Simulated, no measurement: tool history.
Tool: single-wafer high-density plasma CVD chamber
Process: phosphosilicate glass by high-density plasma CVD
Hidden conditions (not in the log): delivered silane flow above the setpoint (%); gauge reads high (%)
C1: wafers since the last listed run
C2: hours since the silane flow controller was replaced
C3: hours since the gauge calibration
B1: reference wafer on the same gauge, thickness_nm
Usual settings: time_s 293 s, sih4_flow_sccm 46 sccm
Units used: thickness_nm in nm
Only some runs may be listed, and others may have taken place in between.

Run 1, day 0: usual settings; C1 0; C2 3599.4; C3 597.7; B1 1270.245. Result: thickness_nm 1180.288 nm.
Run 2, day 1.029: usual settings; C1 200; C2 3624.1; C3 622.4; B1 1270.178. Result: thickness_nm 1179.847 nm.
Run 3, day 3.95: usual settings but time_s 322 s, sih4_flow_sccm 41 sccm; C1 568; C2 3694.2; C3 692.5; B1 1270.34. Result: thickness_nm 1182.216 nm.
Run 4, day 4.992: usual settings; C1 202; C2 3719.2; C3 717.5; B1 1270.628. Result: thickness_nm 1179.021 nm.
Run 5, day 7.496: usual settings; C1 486; C2 3779.3; C3 777.6; B1 1270.438. Result: thickness_nm 1181.804 nm.
Run 6, day 9.542: usual settings; C1 397; C2 3828.4; C3 826.7; B1 1270.254. Result: thickness_nm 1186.449 nm.
Run 7, day 12.071: usual settings but sih4_flow_sccm 42 sccm; C1 491; C2 3889.1; C3 887.4; B1 1270.192. Result: thickness_nm 1097.955 nm.
Run 8, day 13.225: usual settings; C1 224; C2 3916.8; C3 915.1; B1 1270.043. Result: thickness_nm 1176.336 nm.
At day 13.242: gauge calibrated.
Run 9, day 14.696: usual settings; C1 286; C2 3952.1; C3 34.9; B1 1270.307. Result: thickness_nm 1176.227 nm.
Run 10, day 17.683: usual settings; C1 580; C2 4023.8; C3 106.6; B1 1267.775. Result: thickness_nm 1174.194 nm.
Run 11, day 20.133: usual settings; C1 476; C2 4082.6; C3 165.4; B1 1268.786. Result: thickness_nm 1186.745 nm.
Run 12, day 21.808: usual settings but time_s 339 s, sih4_flow_sccm 40 sccm; C1 325; C2 4122.8; C3 205.6; B1 1270.08. Result: thickness_nm 1226.746 nm.
Run 13, day 22.846: usual settings but time_s 249 s, sih4_flow_sccm 42 sccm; C1 201; C2 4147.7; C3 230.5; B1 1270.384. Result: thickness_nm 930.531 nm.
Run 14, day 24.808: usual settings but time_s 318 s, sih4_flow_sccm 49 sccm; C1 381; C2 4194.8; C3 277.6; B1 1269.829. Result: thickness_nm 1347.071 nm.
At day 27.45: silane flow controller replaced.
Run 15, day 27.471: usual settings; C1 452; C2 0.5; C3 341.5; B1 1270.009. Result: thickness_nm 1236.883 nm.
Run 16, day 29.458: usual settings but time_s 333 s, sih4_flow_sccm 54 sccm; C1 386; C2 48.2; C3 389.2; B1 1271.105. Result: thickness_nm 1605.482 nm.
Run 17, day 31.279: usual settings; C1 354; C2 91.9; C3 432.9; B1 1269.5. Result: thickness_nm 1230.546 nm.
Run 18, day 34.208: usual settings but time_s 340 s, sih4_flow_sccm 43 sccm; C1 569; C2 162.2; C3 503.2; B1 1269.961. Result: thickness_nm 1345.678 nm.
Run 19, day 35.417: usual settings but time_s 312 s, sih4_flow_sccm 49 sccm; C1 234; C2 191.2; C3 532.2; B1 1271.853. Result: thickness_nm 1372.764 nm.
Run 20, day 37.375: usual settings but time_s 273 s; C1 380; C2 238.2; C3 579.2; B1 1268.419. Result: thickness_nm 1147.605 nm.
Run 21, day 40.062: usual settings but time_s 257 s, sih4_flow_sccm 51 sccm; C1 522; C2 302.7; C3 643.7; B1 1270.364. Result: thickness_nm 1165.609 nm.
Run 22, day 41.75: usual settings; C1 328; C2 343.2; C3 684.2; B1 1269.288. Result: thickness_nm 1224.186 nm.

Predict each of these 5 candidate next runs independently; none follows another, all start after run 22:
Run A, day 41.771: usual settings but sih4_flow_sccm 41 sccm; C1 4; C2 343.7; C3 684.7; B1 ?. Result: thickness_nm ?.
Run B, day 41.771: usual settings but time_s 262 s, sih4_flow_sccm 38 sccm; C1 4; C2 343.7; C3 684.7; B1 ?. Result: thickness_nm ?.
Run C, day 41.771: usual settings but time_s 240 s, sih4_flow_sccm 53 sccm; C1 4; C2 343.7; C3 684.7; B1 ?. Result: thickness_nm ?.
Run D, day 41.771: usual settings but time_s 251 s, sih4_flow_sccm 42 sccm; C1 4; C2 343.7; C3 684.7; B1 ?. Result: thickness_nm ?.
Run E, day 41.771: usual settings but time_s 248 s, sih4_flow_sccm 54 sccm; C1 4; C2 343.7; C3 684.7; B1 ?. Result: thickness_nm ?.

run        B1  thickness_nm
  A  1270.354      1111.834
  B  1270.354       936.878
  C  1270.354      1120.753
  D  1270.354       970.764
  E  1270.354      1176.197
With no hidden state in the tool, these same runs would have given:
run  thickness_nm
  A      1121.144
  B       944.723
  C      1130.137
  D       978.892
  E      1186.046
